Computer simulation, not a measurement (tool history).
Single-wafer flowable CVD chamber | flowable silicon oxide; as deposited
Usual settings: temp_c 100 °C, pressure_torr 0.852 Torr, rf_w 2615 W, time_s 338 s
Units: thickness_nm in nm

| run | hour | temp_c | pressure_torr | rf_w | time_s | wafers since the last listed run | hours since the last thermocouple change | hours since the last RF generator calibration | hours since the last manometer calibration | hours since the showerhead was replaced | hours since the gauge calibration | read-back reference wafer on the same gauge, thickness_nm | thickness_nm |
|---|---|---|---|---|---|---|---|---|---|---|---|---|---|
| 1 | 0 | 100 | 0.852 | 2615 | 338 | 0 | 1711 | 858.5 | 2523 | 2531.8 | 97.2 | 241.958 | 292.067 |
| 2 | 34.7 | 100 | 0.852 | 2615 | 338 | 114 | 1745.7 | 893.2 | 2557.7 | 2566.5 | 131.9 | 241.907 | 289.28 |
| 3 | 64.6 | 100 | 0.852 | 2615 | 338 | 98 | 1775.6 | 923.1 | 2587.6 | 2596.4 | 161.8 | 242.331 | 291.434 |
| 4 | 76.9 | 100 | 0.852 | 2615 | 338 | 40 | 1787.9 | 935.4 | 2599.9 | 2608.7 | 174.1 | 242.119 | 291.971 |
| 5 | 102.1 | 100 | 0.852 | 2615 | 338 | 83 | 1813.1 | 960.6 | 2625.1 | 2633.9 | 199.3 | 242.023 | 291.443 |
| 6 | 123.4 | 100 | 0.852 | 2615 | 338 | 70 | 1834.4 | 981.9 | 2646.4 | 2655.2 | 220.6 | 242.117 | 290.85 |
| 7 | 146.7 | 100 | 0.852 | 2615 | 338 | 77 | 1857.7 | 1005.2 | 2669.7 | 2678.5 | 243.9 | 242.156 | 289.671 |
| 8 | 174.9 | 100 | 0.852 | 2615 | 338 | 93 | 1885.9 | 1033.4 | 2697.9 | 2706.7 | 272.1 | 242.026 | 289.854 |
| 9 | 205.3 | 100 | 0.852 | 2615 | 338 | 100 | 1916.3 | 1063.8 | 2728.3 | 2737.1 | 302.5 | 241.96 | 291.317 |
| 10 | 224.3 | 100 | 0.852 | 2615 | 338 | 62 | 1935.3 | 1082.8 | 2747.3 | 2756.1 | 321.5 | 242.299 | 292.046 |
| 11 | 242.2 | 100 | 1.015 | 2615 | 338 | 59 | 1953.2 | 1100.7 | 2765.2 | 2774 | 339.4 | 242.208 | 345.407 |
|  | 268.7 | capacitance manometer re-zeroed and calibrated |
| 12 | 269.2 | 100 | 0.852 | 2615 | 338 | 62 | 1980.2 | 1127.7 | 0.5 | 2801 | 366.4 | 241.85 | 270.291 |
| 13 | 274.4 | 100 | 0.852 | 2615 | 338 | 17 | 1985.4 | 1132.9 | 5.7 | 2806.2 | 371.6 | 242.163 | 267.353 |
| 14 | 297 | 106 | 0.995 | 2375 | 338 | 74 | 2008 | 1155.5 | 28.3 | 2828.8 | 394.2 | 241.953 | 258.609 |
|  | 313.2 | showerhead replaced |
| 15 | 321.7 | 100 | 0.852 | 2405 | 338 | 55 | 2032.7 | 1180.2 | 53 | 8.5 | 418.9 | 242.256 | 267.018 |
| 16 | 356.2 | 107 | 0.947 | 2965 | 358 | 114 | 2067.2 | 1214.7 | 87.5 | 43 | 453.4 | 242.073 | 263.838 |
| 17 | 396.7 | 100 | 0.852 | 2615 | 338 | 133 | 2107.7 | 1255.2 | 128 | 83.5 | 493.9 | 241.916 | 271.747 |
| 18 | 503.3 | 100 | 0.852 | 2385 | 338 | 352 | 2214.3 | 1361.8 | 234.6 | 190.1 | 600.5 | 242.197 | 270.937 |
|  | 518.3 | thermocouple changed; heater temperature recalibrated |
| 19 | 536.8 | 100 | 0.852 | 2615 | 338 | 84 | 18.5 | 1395.3 | 268.1 | 223.6 | 634 | 241.921 | 255.479 |
|  | 545 | RF generator calibrated |
| 20 | 554.6 | 94 | 0.852 | 3020 | 338 | 32 | 36.3 | 9.6 | 285.9 | 241.4 | 651.8 | 242.166 | 310.166 |
|  | 555 | gauge calibrated |
| 21 | 574.3 | 100 | 0.852 | 2615 | 338 | 65 | 56 | 29.3 | 305.6 | 261.1 | 19.3 | 241.895 | 256.399 |
| 22 | 591 | 100 | 0.782 | 2615 | 299 | 55 | 72.7 | 46 | 322.3 | 277.8 | 36 | 242.056 | 209.45 |
| 23 | 613.6 | 100 | 0.852 | 2830 | 338 | 74 | 95.3 | 68.6 | 344.9 | 300.4 | 58.6 | 242.264 | 260.833 |
| 24 | 668.6 | 89 | 0.852 | 2315 | 338 | 181 | 150.3 | 123.6 | 399.9 | 355.4 | 113.6 | 242.085 | 350.036 |
| 25 | 683.7 | 106 | 0.852 | 2380 | 394 | 49 | 165.4 | 138.7 | 415 | 370.5 | 128.7 | 242.004 | 251.098 |
| 26 | 708.1 | 113 | 0.983 | 2820 | 389 | 80 | 189.8 | 163.1 | 439.4 | 394.9 | 153.1 | 242.123 | 240.522 |

Forecast each of these 4 alternatives for the next run:
| A | 708.6 | 100 | 0.852 | 2615 | 338 | 1 | 190.3 | 163.6 | 439.9 | 395.4 | 153.6 | ? | ? |
| B | 708.6 | 107 | 0.852 | 2615 | 338 | 1 | 190.3 | 163.6 | 439.9 | 395.4 | 153.6 | ? | ? |
| C | 708.6 | 100 | 0.852 | 2140 | 338 | 1 | 190.3 | 163.6 | 439.9 | 395.4 | 153.6 | ? | ? |
| D | 708.6 | 85 | 0.852 | 2185 | 385 | 1 | 190.3 | 163.6 | 439.9 | 395.4 | 153.6 | ? | ? |

| run | read-back reference wafer on the same gauge, thickness_nm | thickness_nm |
|---|---|---|
| A | 241.883 | 263.072 |
| B | 241.883 | 213.945 |
| C | 241.883 | 253.3 |
| D | 241.883 | 442.824 |
Without the tool's hidden state the same runs would have given:
| run | thickness_nm |
|---|---|
| A | 247.94 |
| B | 201.513 |
| C | 238.73 |
| D | 418.168 |
